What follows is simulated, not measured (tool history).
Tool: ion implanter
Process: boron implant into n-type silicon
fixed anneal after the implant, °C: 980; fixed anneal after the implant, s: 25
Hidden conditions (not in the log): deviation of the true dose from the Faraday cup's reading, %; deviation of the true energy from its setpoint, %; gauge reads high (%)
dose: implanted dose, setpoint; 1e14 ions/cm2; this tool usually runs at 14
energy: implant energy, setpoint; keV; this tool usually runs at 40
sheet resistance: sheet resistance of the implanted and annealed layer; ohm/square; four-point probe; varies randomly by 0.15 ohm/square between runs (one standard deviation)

run	hour	dose	energy	wafers since the last listed run	hours since the last dose calibration	hours since the extraction supply was calibrated	hours since the gauge calibration	read-back reference wafer on the same gauge, sheet resistance	sheet resistance
1	0	14.87	40	0	1027.1	2593.6	1071.9	113.99	93.34
2	209	14.87	40	6124	1236.1	2802.6	1280.9	114	93.34
3	254.4	14.87	40	1330	1281.5	2848	1326.3	113.99	93.35
4	293.5	14	40	1145	1320.6	2887.1	1365.4	114.01	97.53
5	339.1	14	40	1336	1366.2	2932.7	1411	114.01	97.16
6	415.6	14	46.5	2241	1442.7	3009.2	1487.5	114.01	96.62
7	494.1	14	46.5	2300	1521.2	3087.7	1566	114.01	96.88
8	530.3	14	40	1060	1557.4	3123.9	1602.2	113.98	97.49
# hour 567.6: extraction supply calibrated
# hour 578.4: gauge calibrated
9	600.4	17.06	40	1819	1627.5	32.8	22	114.04	84.45
# hour 664.2: Faraday cup replaced and dose calibrated
10	678.2	14	40	2045	14	110.6	99.8	113.98	98.98
11	781.5	14	40	3027	117.3	213.9	203.1	114.03	98.54
12	976.2	14	46.5	5705	312	408.6	397.8	114	97.57
13	1059.8	10.03	31.5	2449	395.6	492.2	481.4	113.99	128.11
14	1154.2	16.19	27.5	2766	490	586.6	575.8	114.02	91.17
15	1258.8	12.05	50.5	3065	594.6	691.2	680.4	114	109.1
16	1307.6	10.33	30	1430	643.4	740	729.2	114.04	125.22
17	1362.9	14	40	1620	698.7	795.3	784.5	114.05	97.51
18	1415.1	14	50.5	1529	750.9	847.5	836.7	114.02	96.92
19	1512.9	16.95	28.5	2866	848.7	945.3	934.5	113.97	87.91
20	1569	11.46	28.5	1643	904.8	1001.4	990.6	114.01	115.81
21	1663.7	10	30	2775	999.5	1096.1	1085.3	113.93	128.09
22	1770.8	14	40	3138	1106.6	1203.2	1192.4	113.93	97.38

Each row is a separate what-if for the run after 22, all from the same tool condition, not one after another. Results?
A	1771.2	14	40	11	1107	1203.6	1192.8	?	?
B	1771.2	14	47.5	11	1107	1203.6	1192.8	?	?
C	1771.2	18.12	45.5	11	1107	1203.6	1192.8	?	?
D	1771.2	9.86	40	11	1107	1203.6	1192.8	?	?
E	1771.2	11.67	43.5	11	1107	1203.6	1192.8	?	?

run	read-back reference wafer on the same gauge, sheet resistance	sheet resistance
A	114.03	97.14
B	114.03	96.63
C	114.03	80.06
D	114.03	127.5
E	114.03	111.38
With no hidden state in the tool, these same runs would have given:
run	sheet resistance
A	99.04
B	98.56
C	81.54
D	130.18
E	113.66
